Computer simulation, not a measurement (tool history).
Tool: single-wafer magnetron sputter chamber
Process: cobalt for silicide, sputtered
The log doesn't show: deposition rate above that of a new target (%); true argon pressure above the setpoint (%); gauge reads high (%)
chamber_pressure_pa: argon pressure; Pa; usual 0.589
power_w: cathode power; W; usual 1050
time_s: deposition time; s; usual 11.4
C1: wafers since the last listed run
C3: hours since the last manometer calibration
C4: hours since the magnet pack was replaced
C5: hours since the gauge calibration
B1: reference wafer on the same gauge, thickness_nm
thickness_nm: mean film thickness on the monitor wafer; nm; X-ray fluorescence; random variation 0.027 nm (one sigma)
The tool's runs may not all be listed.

Run 1, hour 0: usual settings but chamber_pressure_pa 0.438 Pa; C1 0; wafers on the sputter target 9584; C3 707.8; C4 8908; C5 827.4; B1 4.996. Result: thickness_nm 6.161 nm.
At hour 22.3: sputter target and shields replaced.
Run 2, hour 41.9: usual settings but chamber_pressure_pa 0.438 Pa; C1 1221; wafers on the sputter target 707; C3 749.7; C4 8949.9; C5 869.3; B1 4.994. Result: thickness_nm 6.155 nm.
Run 3, hour 87.7: usual settings but chamber_pressure_pa 0.438 Pa; C1 1650; wafers on the sputter target 2358; C3 795.5; C4 8995.7; C5 915.1; B1 4.985. Result: thickness_nm 6.219 nm.
Run 4, hour 124.8: usual settings; C1 1337; wafers on the sputter target 3695; C3 832.6; C4 9032.8; C5 952.2; B1 4.995. Result: thickness_nm 5.846 nm.
Run 5, hour 225.1: usual settings but power_w 850 W; C1 3614; wafers on the sputter target 7310; C3 932.9; C4 9133.1; C5 1052.5; B1 4.992. Result: thickness_nm 5.038 nm.
At hour 250.4: gauge calibrated.
Run 6, hour 284.9: usual settings but power_w 850 W; C1 2155; wafers on the sputter target 9465; C3 992.7; C4 9192.9; C5 34.5; B1 4.992. Result: thickness_nm 5.072 nm.
At hour 334.7: sputter target and shields replaced.
Run 7, hour 365.1: usual settings; C1 2602; wafers on the sputter target 1096; C3 1072.9; C4 9273.1; C5 114.7; B1 4.989. Result: thickness_nm 5.839 nm.
Run 8, hour 431.4: usual settings; C1 2389; wafers on the sputter target 3486; C3 1139.2; C4 9339.4; C5 181; B1 4.985. Result: thickness_nm 5.847 nm.
Run 9, hour 485.5: usual settings; C1 1949; wafers on the sputter target 5436; C3 1193.3; C4 9393.5; C5 235.1; B1 4.991. Result: thickness_nm 5.822 nm.
Run 10, hour 584.7: usual settings; C1 3575; wafers on the sputter target 9011; C3 1292.5; C4 9492.7; C5 334.3; B1 4.995. Result: thickness_nm 5.919 nm.
Run 11, hour 626.4: usual settings but chamber_pressure_pa 0.773 Pa; C1 1502; wafers on the sputter target 10514; C3 1334.2; C4 9534.4; C5 376; B1 4.996. Result: thickness_nm 5.511 nm.
At hour 686.5: magnet pack replaced.
At hour 692.7: sputter target and shields replaced.
Run 12, hour 697.4: usual settings but chamber_pressure_pa 0.773 Pa; C1 2045; wafers on the sputter target 168; C3 1405.2; C4 10.9; C5 447; B1 4.988. Result: thickness_nm 5.502 nm.
Run 13, hour 773.9: usual settings but chamber_pressure_pa 0.528 Pa; C1 2757; wafers on the sputter target 2925; C3 1481.7; C4 87.4; C5 523.5; B1 4.99. Result: thickness_nm 5.989 nm.
Run 14, hour 854.9: usual settings but chamber_pressure_pa 0.818 Pa, power_w 900 W, time_s 12.3 s; C1 2919; wafers on the sputter target 5845; C3 1562.7; C4 168.4; C5 604.5; B1 4.991. Result: thickness_nm 5.274 nm.
Run 15, hour 940.6: usual settings but power_w 850 W; C1 3088; wafers on the sputter target 8934; C3 1648.4; C4 254.1; C5 690.2; B1 4.993. Result: thickness_nm 5.103 nm.
At hour 982.1: sputter target and shields replaced.
Run 16, hour 990.4: usual settings; C1 1506; wafers on the sputter target 297; C3 1698.2; C4 303.9; C5 740; B1 4.99. Result: thickness_nm 5.905 nm.
Run 17, hour 1037.5: usual settings but chamber_pressure_pa 0.799 Pa, power_w 1200 W; C1 1697; wafers on the sputter target 1995; C3 1745.3; C4 351; C5 787.1; B1 4.985. Result: thickness_nm 6.053 nm.
Run 18, hour 1131.5: usual settings but chamber_pressure_pa 0.445 Pa, power_w 800 W, time_s 9.5 s; C1 3387; wafers on the sputter target 5383; C3 1839.3; C4 445; C5 881.1; B1 4.995. Result: thickness_nm 4.339 nm.

The next listed run, before its measurement:
Run 19, hour 1192.4: usual settings but power_w 1200 W; C1 2194; wafers on the sputter target 7578; C3 1900.2; C4 505.9; C5 942; B1 ?. Result: thickness_nm ?.

B1: 4.997
thickness_nm: 6.489 nm
Without the tool's hidden state the same run would have given thickness_nm 6.309 nm.
